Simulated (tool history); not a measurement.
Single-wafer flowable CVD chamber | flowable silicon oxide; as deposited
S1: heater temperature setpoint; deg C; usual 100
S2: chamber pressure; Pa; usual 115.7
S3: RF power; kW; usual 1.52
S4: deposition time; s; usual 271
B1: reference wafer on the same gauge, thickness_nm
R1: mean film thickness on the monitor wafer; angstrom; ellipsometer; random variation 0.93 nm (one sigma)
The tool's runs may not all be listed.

Run 1, hour 0: usual settings but S3 1.335 kW; B1 148.973. Result: R1 1756.15 angstrom.
Run 2, hour 14.7: usual settings but S3 1.335 kW; B1 148.749. Result: R1 1765.9 angstrom.
Run 3, hour 23.8: usual settings but S3 1.335 kW; B1 148.856. Result: R1 1755.19 angstrom.
Run 4, hour 32: usual settings but S3 1.605 kW, S4 256 s; B1 148.912. Result: R1 1793.69 angstrom.
Run 5, hour 45.8: usual settings but S3 1.605 kW, S4 256 s; B1 148.918. Result: R1 1772.9 angstrom.
Run 6, hour 52: usual settings but S3 1.605 kW, S4 256 s; B1 148.764. Result: R1 1762.63 angstrom.
At hour 67.8: gauge calibrated.
Run 7, hour 69.6: usual settings; B1 149.032. Result: R1 1869.59 angstrom.
At hour 82.6: showerhead replaced.
Run 8, hour 83.1: usual settings; B1 149.013. Result: R1 1847.53 angstrom.
Run 9, hour 100.5: usual settings; B1 149.073. Result: R1 1856.2 angstrom.
Run 10, hour 111.6: usual settings but S1 108 deg C; B1 149.153. Result: R1 1480.44 angstrom.
Run 11, hour 118.7: usual settings but S1 109 deg C; B1 149.007. Result: R1 1422.11 angstrom.
Run 12, hour 131.1: usual settings but S1 107 deg C, S4 307 s; B1 149.081. Result: R1 1708.43 angstrom.
At hour 145.1: capacitance manometer re-zeroed and calibrated.
At hour 146.8: RF generator calibrated.
At hour 147.1: thermocouple changed; heater temperature recalibrated.
Run 13, hour 147.6: usual settings but S2 140 Pa, S3 1.69 kW, S4 255 s; B1 148.918. Result: R1 2190.04 angstrom.
Run 14, hour 147.9: usual settings but S1 92 deg C; B1 149.001. Result: R1 2323.14 angstrom.
Run 15, hour 152.7: usual settings but S1 107 deg C, S4 307 s; B1 149.011. Result: R1 1711.97 angstrom.
Run 16, hour 162.8: usual settings; B1 149.067. Result: R1 1863.21 angstrom.
Run 17, hour 201.1: usual settings but S2 108.3 Pa; B1 148.94. Result: R1 1739.07 angstrom.
Run 18, hour 207.4: usual settings but S3 1.745 kW, S4 298 s; B1 149.013. Result: R1 2114.68 angstrom.

Forecast each of these 5 alternatives for the next run:
Run A, hour 207.9: usual settings but S2 103.5 Pa; B1 ?. Result: R1 ?.
Run B, hour 207.9: usual settings but S1 106 deg C, S2 108.3 Pa, S4 299 s; B1 ?. Result: R1 ?.
Run C, hour 207.9: usual settings but S2 90.9 Pa, S3 1.23 kW; B1 ?. Result: R1 ?.
Run D, hour 207.9: usual settings but S2 131.1 Pa, S3 1.415 kW, S4 237 s; B1 ?. Result: R1 ?.
Run E, hour 207.9: usual settings but S1 115 deg C, S4 324 s; B1 ?. Result: R1 ?.

run       B1       R1
  A  148.915  1661.85
  B  148.915  1605.44
  C  148.915  1329.53
  D  148.915  1784.48
  E  148.915  1440.91
Without the tool's hidden state the same runs would have given:
run       R1
  A  1661.85
  B  1605.44
  C  1329.53
  D  1784.48
  E  1440.91
